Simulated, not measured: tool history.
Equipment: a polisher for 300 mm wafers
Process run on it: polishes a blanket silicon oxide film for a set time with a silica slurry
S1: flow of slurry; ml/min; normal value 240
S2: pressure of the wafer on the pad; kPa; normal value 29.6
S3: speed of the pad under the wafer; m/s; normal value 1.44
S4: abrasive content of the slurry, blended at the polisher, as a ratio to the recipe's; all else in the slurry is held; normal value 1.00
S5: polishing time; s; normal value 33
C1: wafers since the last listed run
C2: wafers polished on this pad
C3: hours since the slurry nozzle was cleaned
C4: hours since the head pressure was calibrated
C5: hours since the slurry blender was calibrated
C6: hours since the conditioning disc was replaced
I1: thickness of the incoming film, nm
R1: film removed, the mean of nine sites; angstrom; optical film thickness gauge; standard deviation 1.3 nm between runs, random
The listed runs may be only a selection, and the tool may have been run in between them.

run 1 hour=0.0 | S1=240 S2=29.6 S3=1.44 S4=1.00 S5=33 | C1=0 C2=2962 C3=63.9 C4=240.3 C5=314.0 C6=9.7 | I1=1294.6 | R1=1176
run 2 hour=59.4 | S1=240 S2=29.6 S3=1.44 S4=1.00 S5=33 | C1=666 C2=3629 C3=123.3 C4=299.7 C5=373.4 C6=69.1 | I1=1278.3 | R1=1182
-- hour=76.3 worn pad replaced by a new one
-- hour=127.4 slurry blender recalibrated
run 3 hour=159.6 | S1=240 S2=29.6 S3=1.44 S4=1.00 S5=33 | C1=1057 C2=912 C3=223.5 C4=399.9 C5=32.2 C6=169.3 | I1=1289.4 | R1=1202
run 4 hour=219.9 | S1=240 S2=29.6 S3=1.44 S4=1.00 S5=33 | C1=676 C2=1589 C3=283.8 C4=460.2 C5=92.5 C6=229.6 | I1=1277.1 | R1=1199
-- hour=277.5 slurry nozzle cleaned
run 5 hour=281.3 | S1=240 S2=29.6 S3=1.44 S4=1.00 S5=33 | C1=677 C2=2267 C3=3.8 C4=521.6 C5=153.9 C6=291.0 | I1=1272.9 | R1=1190
run 6 hour=323.5 | S1=215 S2=29.6 S3=1.44 S4=1.00 S5=33 | C1=473 C2=2740 C3=46.0 C4=563.8 C5=196.1 C6=333.2 | I1=1272.2 | R1=1165
run 7 hour=383.6 | S1=215 S2=29.6 S3=1.44 S4=1.00 S5=33 | C1=674 C2=3415 C3=106.1 C4=623.9 C5=256.2 C6=393.3 | I1=1290.7 | R1=1193
-- hour=397.4 worn pad replaced by a new one
run 8 hour=425.7 | S1=215 S2=29.6 S3=1.44 S4=1.00 S5=33 | C1=427 C2=317 C3=148.2 C4=666.0 C5=298.3 C6=435.4 | I1=1278.6 | R1=1178
-- hour=478.0 conditioning disc replaced and pad reconditioned
run 9 hour=524.4 | S1=240 S2=29.6 S3=1.44 S4=1.00 S5=33 | C1=1085 C2=1402 C3=246.9 C4=764.7 C5=397.0 C6=46.4 | I1=1285.9 | R1=1213
-- hour=527.5 slurry blender recalibrated
-- hour=588.2 slurry nozzle cleaned
run 10 hour=604.0 | S1=240 S2=29.6 S3=1.44 S4=1.00 S5=33 | C1=859 C2=2262 C3=15.8 C4=844.3 C5=76.5 C6=126.0 | I1=1269.2 | R1=1243
run 11 hour=662.0 | S1=240 S2=29.6 S3=1.44 S4=1.00 S5=33 | C1=650 C2=2913 C3=73.8 C4=902.3 C5=134.5 C6=184.0 | I1=1279.9 | R1=1238
-- hour=696.8 worn pad replaced by a new one
run 12 hour=734.3 | S1=240 S2=29.6 S3=1.44 S4=1.00 S5=33 | C1=766 C2=420 C3=146.1 C4=974.6 C5=206.8 C6=256.3 | I1=1277.8 | R1=1204
run 13 hour=829.2 | S1=240 S2=29.6 S3=1.44 S4=1.00 S5=33 | C1=1065 C2=1485 C3=241.0 C4=1069.5 C5=301.7 C6=351.2 | I1=1293.5 | R1=1244
run 14 hour=867.5 | S1=240 S2=29.6 S3=1.44 S4=1.00 S5=33 | C1=429 C2=1915 C3=279.3 C4=1107.8 C5=340.0 C6=389.5 | I1=1286.8 | R1=1256
run 15 hour=914.2 | S1=170 S2=29.6 S3=1.80 S4=1.00 S5=41 | C1=524 C2=2439 C3=326.0 C4=1154.5 C5=386.7 C6=436.2 | I1=1281.8 | R1=1791
-- hour=947.3 slurry nozzle cleaned
-- hour=954.5 conditioning disc replaced and pad reconditioned
-- hour=958.6 slurry blender recalibrated
run 16 hour=963.0 | S1=240 S2=26.2 S3=1.68 S4=1.00 S5=33 | C1=491 C2=2931 C3=15.7 C4=1203.3 C5=4.4 C6=8.5 | I1=1270.8 | R1=1292
-- hour=996.4 head pressure recalibrated
-- hour=1001.8 worn pad replaced by a new one
run 17 hour=1069.7 | S1=240 S2=26.2 S3=1.68 S4=1.00 S5=33 | C1=1130 C2=761 C3=122.4 C4=73.3 C5=111.1 C6=115.2 | I1=1272.9 | R1=1176
run 18 hour=1159.1 | S1=240 S2=29.6 S3=1.44 S4=1.00 S5=26 | C1=1003 C2=1764 C3=211.8 C4=162.7 C5=200.5 C6=204.6 | I1=1278.9 | R1=921
-- hour=1235.3 slurry nozzle cleaned
run 19 hour=1266.0 | S1=240 S2=29.6 S3=1.82 S4=1.25 S5=33 | C1=1188 C2=2953 C3=30.7 C4=269.6 C5=307.4 C6=311.5 | I1=1289.8 | R1=1473
run 20 hour=1312.4 | S1=240 S2=29.6 S3=1.44 S4=1.00 S5=33 | C1=520 C2=3474 C3=77.1 C4=316.0 C5=353.8 C6=357.9 | I1=1286.6 | R1=1165
run 21 hour=1351.0 | S1=240 S2=29.6 S3=1.44 S4=1.00 S5=22 | C1=433 C2=3907 C3=115.7 C4=354.6 C5=392.4 C6=396.5 | I1=1283.3 | R1=795
-- hour=1359.2 worn pad replaced by a new one
-- hour=1392.4 slurry blender recalibrated
run 22 hour=1409.8 | S1=240 S2=29.6 S3=1.44 S4=1.10 S5=33 | C1=592 C2=544 C3=174.5 C4=413.4 C5=17.4 C6=455.3 | I1=1273.7 | R1=1235
-- hour=1491.0 conditioning disc replaced and pad reconditioned
run 23 hour=1491.5 | S1=215 S2=29.6 S3=1.44 S4=1.00 S5=33 | C1=894 C2=1439 C3=256.2 C4=495.1 C5=99.1 C6=0.5 | I1=1273.5 | R1=1191
-- hour=1546.4 slurry nozzle cleaned
run 24 hour=1569.2 | S1=295 S2=25.5 S3=1.44 S4=1.00 S5=33 | C1=860 C2=2300 C3=22.8 C4=572.8 C5=176.8 C6=78.2 | I1=1290.0 | R1=1077

What if the next run were any one of these 5? Each begins from the tool's condition after run 24:
run A hour=1569.6 | S1=240 S2=29.6 S3=1.44 S4=1.00 S5=33 | C1=4 C2=2304 C3=23.2 C4=573.2 C5=177.2 C6=78.6 | I1=1264.5 | R1=?
run B hour=1569.6 | S1=305 S2=29.6 S3=1.44 S4=1.00 S5=29 | C1=4 C2=2304 C3=23.2 C4=573.2 C5=177.2 C6=78.6 | I1=1264.5 | R1=?
run C hour=1569.6 | S1=290 S2=39.3 S3=1.44 S4=0.70 S5=33 | C1=4 C2=2304 C3=23.2 C4=573.2 C5=177.2 C6=78.6 | I1=1264.5 | R1=?
run D hour=1569.6 | S1=190 S2=20.0 S3=1.04 S4=1.10 S5=33 | C1=4 C2=2304 C3=23.2 C4=573.2 C5=177.2 C6=78.6 | I1=1264.5 | R1=?
run E hour=1569.6 | S1=265 S2=29.6 S3=1.44 S4=1.00 S5=33 | C1=4 C2=2304 C3=23.2 C4=573.2 C5=177.2 C6=78.6 | I1=1264.5 | R1=?

run=A R1=1227
run=B R1=1101
run=C R1=1370
run=D R1=731
run=E R1=1238
The same runs, with their run-to-run variation unchanged, on a tool lacking any hidden condition would have given:
run=A R1=1197
run=B R1=1074
run=C R1=1336
run=D R1=713
run=E R1=1208
